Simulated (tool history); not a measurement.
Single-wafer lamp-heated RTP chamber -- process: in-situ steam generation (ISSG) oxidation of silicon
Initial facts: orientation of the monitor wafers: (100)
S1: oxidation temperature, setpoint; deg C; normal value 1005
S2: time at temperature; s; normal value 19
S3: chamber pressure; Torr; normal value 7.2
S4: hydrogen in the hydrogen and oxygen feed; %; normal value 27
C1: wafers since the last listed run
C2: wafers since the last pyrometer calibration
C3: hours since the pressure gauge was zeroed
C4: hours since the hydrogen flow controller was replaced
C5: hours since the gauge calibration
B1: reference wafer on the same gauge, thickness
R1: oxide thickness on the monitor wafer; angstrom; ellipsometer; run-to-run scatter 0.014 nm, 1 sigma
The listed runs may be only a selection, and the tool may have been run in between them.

Run 1, day 0.000: usual settings; C1 0; C2 4636; C3 18.8; C4 47.3; C5 302.6; B1 5.194. Result: R1 54.30 angstrom.
Run 2, day 0.496: usual settings; C1 202; C2 4838; C3 30.7; C4 59.2; C5 314.5; B1 5.185. Result: R1 54.61 angstrom.
Run 3, day 0.929: usual settings but S1 998 deg C; C1 176; C2 5015; C3 41.1; C4 69.6; C5 324.9; B1 5.192. Result: R1 52.64 angstrom.
Run 4, day 1.438: usual settings but S3 6.9 Torr; C1 207; C2 5222; C3 53.3; C4 81.8; C5 337.1; B1 5.194. Result: R1 54.26 angstrom.
Run 5, day 2.183: usual settings but S3 6.9 Torr; C1 303; C2 5526; C3 71.2; C4 99.7; C5 355.0; B1 5.183. Result: R1 54.23 angstrom.
Run 6, day 2.929: usual settings but S3 6.9 Torr; C1 303; C2 5830; C3 89.1; C4 117.6; C5 372.9; B1 5.186. Result: R1 54.70 angstrom.
Run 7, day 3.242: usual settings; C1 127; C2 5957; C3 96.6; C4 125.1; C5 380.4; B1 5.186. Result: R1 54.31 angstrom.
Run 8, day 3.608: usual settings but S1 995 deg C, S2 25 s, S3 6.9 Torr, S4 30 %; C1 149; C2 6107; C3 105.4; C4 133.9; C5 389.2; B1 5.191. Result: R1 60.98 angstrom.
At day 4.204: pyrometer window cleaned and pyrometer calibrated.
Run 9, day 4.217: usual settings but S2 15 s, S4 22 %; C1 112; C2 5; C3 120.0; C4 148.5; C5 403.8; B1 5.194. Result: R1 45.21 angstrom.
At day 4.429: gauge calibrated.
Run 10, day 4.550: usual settings but S1 1021 deg C, S2 13 s; C1 135; C2 141; C3 128.0; C4 156.5; C5 2.9; B1 5.187. Result: R1 48.07 angstrom.
Run 11, day 4.846: usual settings but S2 24 s; C1 120; C2 261; C3 135.1; C4 163.6; C5 10.0; B1 5.188. Result: R1 59.64 angstrom.
Run 12, day 5.292: usual settings but S1 1024 deg C, S2 22 s; C1 181; C2 443; C3 145.8; C4 174.3; C5 20.7; B1 5.194. Result: R1 62.28 angstrom.
Run 13, day 5.671: usual settings; C1 154; C2 598; C3 154.9; C4 183.4; C5 29.8; B1 5.187. Result: R1 53.48 angstrom.
Run 14, day 6.067: usual settings; C1 161; C2 759; C3 164.4; C4 192.9; C5 39.3; B1 5.187. Result: R1 53.30 angstrom.
Run 15, day 6.479: usual settings but S3 8.6 Torr; C1 168; C2 927; C3 174.3; C4 202.8; C5 49.2; B1 5.189. Result: R1 53.21 angstrom.
Run 16, day 6.921: usual settings but S1 992 deg C, S2 23 s, S4 32 %; C1 180; C2 1107; C3 184.9; C4 213.4; C5 59.8; B1 5.191. Result: R1 58.12 angstrom.
Run 17, day 7.583: usual settings; C1 270; C2 1377; C3 200.8; C4 229.3; C5 75.7; B1 5.194. Result: R1 53.57 angstrom.
Run 18, day 8.279: usual settings but S1 1022 deg C, S2 23 s, S3 6.9 Torr, S4 32 %; C1 283; C2 1661; C3 217.5; C4 246.0; C5 92.4; B1 5.191. Result: R1 66.76 angstrom.
Run 19, day 8.921: usual settings but S4 18 %; C1 261; C2 1922; C3 232.9; C4 261.4; C5 107.8; B1 5.192. Result: R1 48.62 angstrom.
Run 20, day 9.233: usual settings but S2 22 s, S3 7.8 Torr, S4 32 %; C1 127; C2 2050; C3 240.4; C4 268.9; C5 115.3; B1 5.192. Result: R1 60.21 angstrom.
Run 21, day 9.492: usual settings but S1 1017 deg C, S4 21 %; C1 105; C2 2155; C3 246.6; C4 275.1; C5 121.5; B1 5.184. Result: R1 53.43 angstrom.
Run 22, day 10.075: usual settings but S3 7.8 Torr; C1 237; C2 2393; C3 260.6; C4 289.1; C5 135.5; B1 5.187. Result: R1 54.00 angstrom.
Run 23, day 10.450: usual settings; C1 152; C2 2546; C3 269.6; C4 298.1; C5 144.5; B1 5.190. Result: R1 54.24 angstrom.
Run 24, day 10.708: usual settings; C1 105; C2 2651; C3 275.8; C4 304.3; C5 150.7; B1 5.188. Result: R1 54.40 angstrom.
Run 25, day 11.296: usual settings but S3 7.7 Torr; C1 239; C2 2890; C3 289.9; C4 318.4; C5 164.8; B1 5.191. Result: R1 54.39 angstrom.
Run 26, day 13.067: usual settings but S1 1024 deg C, S2 22 s; C1 721; C2 3612; C3 332.4; C4 360.9; C5 207.3; B1 5.186. Result: R1 63.45 angstrom.
Run 27, day 13.462: usual settings; C1 161; C2 3774; C3 341.9; C4 370.4; C5 216.8; B1 5.188. Result: R1 54.16 angstrom.
Run 28, day 13.712: usual settings; C1 101; C2 3875; C3 347.9; C4 376.4; C5 222.8; B1 5.183. Result: R1 54.20 angstrom.
Run 29, day 14.421: usual settings but S1 1012 deg C, S3 8.6 Torr, S4 30 %; C1 288; C2 4164; C3 364.9; C4 393.4; C5 239.8; B1 5.192. Result: R1 57.19 angstrom.
Run 30, day 14.725: usual settings but S1 1011 deg C, S2 15 s, S4 32 %; C1 123; C2 4288; C3 372.2; C4 400.7; C5 247.1; B1 5.187. Result: R1 52.53 angstrom.
Run 31, day 15.283: usual settings; C1 227; C2 4516; C3 385.6; C4 414.1; C5 260.5; B1 5.196. Result: R1 54.45 angstrom.
Run 32, day 16.012: usual settings; C1 297; C2 4813; C3 403.1; C4 431.6; C5 278.0; B1 5.185. Result: R1 54.30 angstrom.

Forecast each of these 3 alternatives for the next run:
Run A, day 16.029: usual settings but S4 19 %; C1 6; C2 4820; C3 403.5; C4 432.0; C5 278.4; B1 ?. Result: R1 ?.
Run B, day 16.029: usual settings but S1 1015 deg C, S3 8.2 Torr, S4 21 %; C1 6; C2 4820; C3 403.5; C4 432.0; C5 278.4; B1 ?. Result: R1 ?.
Run C, day 16.029: usual settings but S1 1019 deg C, S2 23 s, S3 7.9 Torr, S4 30 %; C1 6; C2 4820; C3 403.5; C4 432.0; C5 278.4; B1 ?. Result: R1 ?.

run     B1     R1
  A  5.194  49.60
  B  5.194  53.19
  C  5.194  65.10
The same runs, with their run-to-run variation unchanged, on a tool lacking any hidden condition would have given:
run     R1
  A  48.41
  B  51.84
  C  63.33

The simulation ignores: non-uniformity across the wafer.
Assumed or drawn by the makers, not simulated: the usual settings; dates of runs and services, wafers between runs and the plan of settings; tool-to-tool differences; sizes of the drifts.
